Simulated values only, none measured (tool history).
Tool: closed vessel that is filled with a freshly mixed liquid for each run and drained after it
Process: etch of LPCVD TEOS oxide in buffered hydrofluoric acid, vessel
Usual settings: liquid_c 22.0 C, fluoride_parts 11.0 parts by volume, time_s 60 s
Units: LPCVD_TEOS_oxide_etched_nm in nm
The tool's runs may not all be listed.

| run | hour | liquid_c | fluoride_parts | time_s | wafers since the last listed run | hours since the thermometer was replaced | hours since the hydrofluoric acid flow meter was replaced | hours since the gauge calibration | read-back film thickness of the LPCVD TEOS oxide reference wafer, read on the same gauge (nm) | LPCVD_TEOS_oxide_etched_nm |
|---|---|---|---|---|---|---|---|---|---|---|
| 1 | 0.0 | 22.0 | 11.0 | 60 | 0 | 2128.2 | 1742.1 | 91.0 | 40.01 | 74.45 |
| 2 | 16.2 | 22.0 | 11.0 | 60 | 1582 | 2144.4 | 1758.3 | 107.2 | 39.97 | 74.49 |
| 3 | 37.4 | 22.0 | 11.0 | 60 | 2071 | 2165.6 | 1779.5 | 128.4 | 40.05 | 74.58 |
| 4 | 46.6 | 22.0 | 11.0 | 60 | 898 | 2174.8 | 1788.7 | 137.6 | 40.00 | 74.14 |
| 5 | 54.3 | 22.0 | 11.0 | 60 | 752 | 2182.5 | 1796.4 | 145.3 | 39.99 | 74.44 |
| 6 | 62.3 | 22.0 | 11.0 | 60 | 781 | 2190.5 | 1804.4 | 153.3 | 40.03 | 74.15 |
| 7 | 73.4 | 22.0 | 11.0 | 60 | 1084 | 2201.6 | 1815.5 | 164.4 | 39.99 | 73.64 |
| 8 | 107.0 | 22.0 | 11.0 | 70 | 3282 | 2235.2 | 1849.1 | 198.0 | 40.02 | 86.67 |
| 9 | 114.6 | 22.0 | 13.5 | 60 | 742 | 2242.8 | 1856.7 | 205.6 | 39.99 | 60.60 |
| 10 | 131.0 | 22.0 | 13.5 | 60 | 1602 | 2259.2 | 1873.1 | 222.0 | 40.04 | 59.91 |
| 11 | 148.0 | 22.0 | 11.0 | 60 | 1660 | 2276.2 | 1890.1 | 239.0 | 39.99 | 73.57 |
| 12 | 156.4 | 22.0 | 11.0 | 60 | 820 | 2284.6 | 1898.5 | 247.4 | 39.97 | 74.33 |
| 13 | 170.4 | 22.0 | 11.0 | 60 | 1367 | 2298.6 | 1912.5 | 261.4 | 40.00 | 74.21 |
| 14 | 186.3 | 22.0 | 11.0 | 60 | 1553 | 2314.5 | 1928.4 | 277.3 | 40.02 | 73.51 |
| 15 | 203.7 | 27.0 | 15.0 | 80 | 1699 | 2331.9 | 1945.8 | 294.7 | 40.02 | 94.41 |
|  | 211.2 | thermometer replaced |
| 16 | 212.2 | 24.0 | 13.0 | 60 | 732 | 1.0 | 1954.3 | 303.2 | 39.96 | 69.62 |
|  | 221.7 | gauge calibrated |
| 17 | 229.0 | 20.0 | 12.0 | 85 | 1641 | 17.8 | 1971.1 | 7.3 | 39.95 | 85.60 |
|  | 231.3 | hydrofluoric acid flow meter replaced |
| 18 | 244.9 | 22.0 | 11.0 | 60 | 1455 | 33.7 | 13.6 | 23.2 | 39.99 | 83.50 |
| 19 | 263.0 | 18.5 | 11.0 | 30 | 1768 | 51.8 | 31.7 | 41.3 | 39.98 | 34.53 |
| 20 | 274.3 | 22.0 | 8.0 | 45 | 1103 | 63.1 | 43.0 | 52.6 | 40.02 | 83.24 |
| 21 | 290.4 | 19.0 | 7.5 | 90 | 1572 | 79.2 | 59.1 | 68.7 | 40.03 | 150.72 |
| 22 | 300.4 | 19.0 | 11.0 | 60 | 976 | 89.2 | 69.1 | 78.7 | 39.95 | 70.27 |
| 23 | 308.5 | 22.0 | 11.0 | 50 | 791 | 97.3 | 77.2 | 86.8 | 40.01 | 69.50 |

4 ways to go on from here, each from the tool as it stands after run 23. What would each give?
| A | 309.2 | 22.0 | 9.0 | 60 | 68 | 98.0 | 77.9 | 87.5 | ? | ? |
| B | 309.2 | 17.5 | 14.0 | 60 | 68 | 98.0 | 77.9 | 87.5 | ? | ? |
| C | 309.2 | 19.5 | 11.0 | 60 | 68 | 98.0 | 77.9 | 87.5 | ? | ? |
| D | 309.2 | 25.0 | 12.5 | 45 | 68 | 98.0 | 77.9 | 87.5 | ? | ? |

| run | read-back film thickness of the LPCVD TEOS oxide reference wafer, read on the same gauge (nm) | LPCVD_TEOS_oxide_etched_nm |
|---|---|---|
| A | 40.03 | 98.21 |
| B | 40.03 | 51.19 |
| C | 40.03 | 72.61 |
| D | 40.03 | 65.10 |
Without the tool's hidden state the same runs would have given:
| run | LPCVD_TEOS_oxide_etched_nm |
|---|---|
| A | 98.86 |
| B | 51.72 |
| C | 73.35 |
| D | 65.77 |
